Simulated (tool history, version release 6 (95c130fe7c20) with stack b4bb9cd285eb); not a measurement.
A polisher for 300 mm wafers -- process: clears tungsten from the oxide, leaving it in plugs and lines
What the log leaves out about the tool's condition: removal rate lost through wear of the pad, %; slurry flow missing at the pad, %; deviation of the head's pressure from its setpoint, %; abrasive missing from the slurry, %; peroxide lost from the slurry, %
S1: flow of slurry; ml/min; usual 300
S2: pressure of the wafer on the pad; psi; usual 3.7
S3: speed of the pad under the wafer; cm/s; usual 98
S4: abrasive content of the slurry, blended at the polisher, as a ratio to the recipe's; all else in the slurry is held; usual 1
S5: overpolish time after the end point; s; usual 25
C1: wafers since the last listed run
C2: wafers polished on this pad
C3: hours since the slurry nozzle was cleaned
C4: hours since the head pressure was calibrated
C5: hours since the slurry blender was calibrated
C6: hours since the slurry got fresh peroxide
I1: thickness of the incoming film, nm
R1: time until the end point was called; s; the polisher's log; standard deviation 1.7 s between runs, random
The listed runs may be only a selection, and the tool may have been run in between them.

run 1 hour=0 | S1=300 S2=3.7 S3=98 S4=1 S5=25 | C1=0 C2=2746 C3=388.2 C4=430.8 C5=294.7 C6=95 | I1=316.7 | R1=96
run 2 hour=60.3 | S1=300 S2=3.7 S3=98 S4=1 S5=25 | C1=523 C2=3269 C3=448.5 C4=491.1 C5=355 C6=155.3 | I1=324.1 | R1=98.3
run 3 hour=122.8 | S1=300 S2=3.7 S3=98 S4=1 S5=25 | C1=542 C2=3812 C3=511 C4=553.6 C5=417.5 C6=217.8 | I1=320.4 | R1=98.8
-- hour=177.4 worn pad replaced by a new one
-- hour=184 slurry nozzle cleaned
run 4 hour=206.2 | S1=300 S2=3.7 S3=98 S4=1 S5=32 | C1=680 C2=241 C3=22.2 C4=637 C5=500.9 C6=301.2 | I1=316.9 | R1=98.3
-- hour=209 head pressure recalibrated
-- hour=227.9 slurry blender recalibrated
run 5 hour=474.7 | S1=255 S2=3.7 S3=98 S4=1 S5=25 | C1=2295 C2=2536 C3=290.7 C4=265.7 C5=246.8 C6=569.7 | I1=321.7 | R1=107.4
-- hour=501.5 slurry tank refilled with fresh slurry and peroxide
run 6 hour=561.1 | S1=255 S2=3.7 S3=98 S4=1 S5=25 | C1=741 C2=3277 C3=377.1 C4=352.1 C5=333.2 C6=59.6 | I1=317.5 | R1=95.3
run 7 hour=626.6 | S1=300 S2=3.7 S3=98 S4=1 S5=25 | C1=568 C2=3846 C3=442.6 C4=417.6 C5=398.7 C6=125.1 | I1=321.8 | R1=96.6
run 8 hour=687 | S1=300 S2=3.7 S3=126 S4=1 S5=25 | C1=524 C2=4370 C3=503 C4=478 C5=459.1 C6=185.5 | I1=318.2 | R1=75.4
-- hour=734.8 head pressure recalibrated
-- hour=749.4 worn pad replaced by a new one
run 9 hour=759.5 | S1=300 S2=3.7 S3=116 S4=0.85 S5=29 | C1=577 C2=87 C3=575.5 C4=24.7 C5=531.6 C6=258 | I1=319.3 | R1=83.9
-- hour=798.7 slurry nozzle cleaned
-- hour=845 slurry blender recalibrated
run 10 hour=850.3 | S1=300 S2=3.7 S3=98 S4=1 S5=25 | C1=761 C2=849 C3=51.6 C4=115.5 C5=5.3 C6=348.8 | I1=320.5 | R1=97.8
run 11 hour=908.8 | S1=300 S2=2.5 S3=114 S4=1 S5=25 | C1=507 C2=1356 C3=110.1 C4=174 C5=63.8 C6=407.3 | I1=319.3 | R1=130.3
run 12 hour=990.7 | S1=300 S2=3.7 S3=98 S4=1.2 S5=25 | C1=710 C2=2067 C3=192 C4=255.9 C5=145.7 C6=489.2 | I1=317.8 | R1=96.2
run 13 hour=1039.4 | S1=245 S2=3.7 S3=98 S4=1.25 S5=25 | C1=422 C2=2489 C3=240.7 C4=304.6 C5=194.4 C6=537.9 | I1=316.7 | R1=104.1
-- hour=1061.8 slurry tank refilled with fresh slurry and peroxide
run 14 hour=1123.2 | S1=195 S2=3.7 S3=124 S4=0.85 S5=25 | C1=718 C2=3208 C3=324.5 C4=388.4 C5=278.2 C6=61.4 | I1=320.9 | R1=82.8
run 15 hour=1189.6 | S1=300 S2=3.7 S3=98 S4=1 S5=25 | C1=576 C2=3784 C3=390.9 C4=454.8 C5=344.6 C6=127.8 | I1=316.4 | R1=92.7
run 16 hour=1259.2 | S1=300 S2=3.7 S3=98 S4=1 S5=12 | C1=603 C2=4388 C3=460.5 C4=524.4 C5=414.2 C6=197.4 | I1=320.9 | R1=98.6
-- hour=1307.5 head pressure recalibrated
run 17 hour=1329.3 | S1=370 S2=4.1 S3=98 S4=1 S5=25 | C1=590 C2=4979 C3=530.6 C4=21.8 C5=484.3 C6=267.5 | I1=316.7 | R1=87.9
-- hour=1364.6 slurry blender recalibrated
-- hour=1377 worn pad replaced by a new one
-- hour=1401.9 slurry nozzle cleaned
run 18 hour=1420.5 | S1=300 S2=2.6 S3=98 S4=1 S5=25 | C1=730 C2=368 C3=18.6 C4=113 C5=55.9 C6=358.7 | I1=322.1 | R1=138.5
run 19 hour=1515.5 | S1=260 S2=3.7 S3=98 S4=1 S5=25 | C1=824 C2=1192 C3=113.6 C4=208 C5=150.9 C6=453.7 | I1=315.4 | R1=101.1
run 20 hour=1615.8 | S1=300 S2=4.6 S3=98 S4=0.85 S5=25 | C1=870 C2=2063 C3=213.9 C4=308.3 C5=251.2 C6=554 | I1=319.1 | R1=89.5
-- hour=1666.5 slurry tank refilled with fresh slurry and peroxide
run 21 hour=1692.8 | S1=300 S2=3.7 S3=98 S4=1 S5=25 | C1=659 C2=2722 C3=290.9 C4=385.3 C5=328.2 C6=26.3 | I1=316.6 | R1=95.6
run 22 hour=1796.9 | S1=300 S2=4.6 S3=98 S4=1 S5=25 | C1=903 C2=3625 C3=395 C4=489.4 C5=432.3 C6=130.4 | I1=321.6 | R1=78.8
-- hour=1800 head pressure recalibrated
-- hour=1848.7 slurry blender recalibrated
run 23 hour=1865.5 | S1=210 S2=3.7 S3=98 S4=1 S5=25 | C1=560 C2=4186 C3=463.6 C4=65.5 C5=16.8 C6=199 | I1=317.1 | R1=102
-- hour=1897 slurry nozzle cleaned
run 24 hour=1934.4 | S1=300 S2=3.7 S3=64 S4=1 S5=25 | C1=589 C2=4775 C3=37.4 C4=134.4 C5=85.7 C6=267.9 | I1=313.9 | R1=146.3

Selected run-to-run steps in R1, each split into two signed amounts: the part the tool would show with no hidden state at all (from settings, incoming material and random variation), and the remainder, which goes to the hidden state together with any gauge scatter not common to the measured and the hidden-state-free results:
Run 5 -> 6: slurry tank refilled with fresh slurry and peroxide. R1 -12.1 s: hidden state -10, all else -2.1.
Run 17 -> 18: S1 370 -> 300, S2 4.1 -> 2.6, slurry blender recalibrated, worn pad replaced by a new one, slurry nozzle cleaned. R1 +50.6 s: hidden state +5.1, all else +45.5.
Run 20 -> 21: S2 4.6 -> 3.7, S4 0.85 -> 1, slurry tank refilled with fresh slurry and peroxide. R1 +6.1 s: hidden state -8.7, all else +14.8.
Run 23 -> 24: S1 210 -> 300, S3 98 -> 64, slurry nozzle cleaned. R1 +44.3 s: hidden state +3.5, all else +40.8.

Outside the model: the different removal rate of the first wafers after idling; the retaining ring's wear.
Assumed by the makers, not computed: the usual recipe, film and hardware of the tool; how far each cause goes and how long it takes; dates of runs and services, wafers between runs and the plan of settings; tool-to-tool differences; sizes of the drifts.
